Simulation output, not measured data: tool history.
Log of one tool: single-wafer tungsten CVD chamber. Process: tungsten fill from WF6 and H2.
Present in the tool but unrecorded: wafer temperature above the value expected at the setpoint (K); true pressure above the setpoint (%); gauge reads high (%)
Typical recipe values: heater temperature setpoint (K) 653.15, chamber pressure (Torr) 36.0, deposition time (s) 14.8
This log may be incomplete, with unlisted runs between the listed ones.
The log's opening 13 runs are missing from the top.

run,hour,heater temperature setpoint (K),chamber pressure (Torr),deposition time (s),wafers since the last listed run,hours since the last thermocouple change,hours since the last manometer calibration,hours since the showerhead was replaced,hours since the gauge calibration,"read-back reference wafer on the same gauge, thickness_nm",mean film thickness on the monitor wafer (Å)
14,400.5,659.15,43.5,13.6,591,86.7,97.9,228.8,422.3,34.501,330.66
15,413.1,653.15,40.7,14.8,272,99.3,110.5,241.4,434.9,34.513,317.96
16,448.1,657.15,44.0,14.8,755,134.3,145.5,276.4,469.9,34.555,348.84
17,462.4,653.15,39.5,14.8,308,148.6,159.8,290.7,484.2,34.511,314.95
18,476.1,667.15,43.5,13.9,295,162.3,173.5,304.4,497.9,34.504,389.36
19,498.6,667.15,42.6,12.8,485,184.8,196.0,326.9,520.4,34.496,356.26
20,524.1,648.15,36.0,14.8,550,210.3,221.5,352.4,545.9,34.541,279.80
21,586.8,653.15,36.0,14.8,1353,273.0,284.2,415.1,608.6,34.532,306.29

Run 22 comes next. What will it give?
22,599.6,653.15,36.0,14.8,276,285.8,297.0,427.9,621.4,?,?

read-back reference wafer on the same gauge, thickness_nm: 34.488
mean film thickness on the monitor wafer (Å): 306.99
With the hidden condition absent and the run-to-run variation left alone, this run would have shown mean film thickness on the monitor wafer (Å) 308.74.
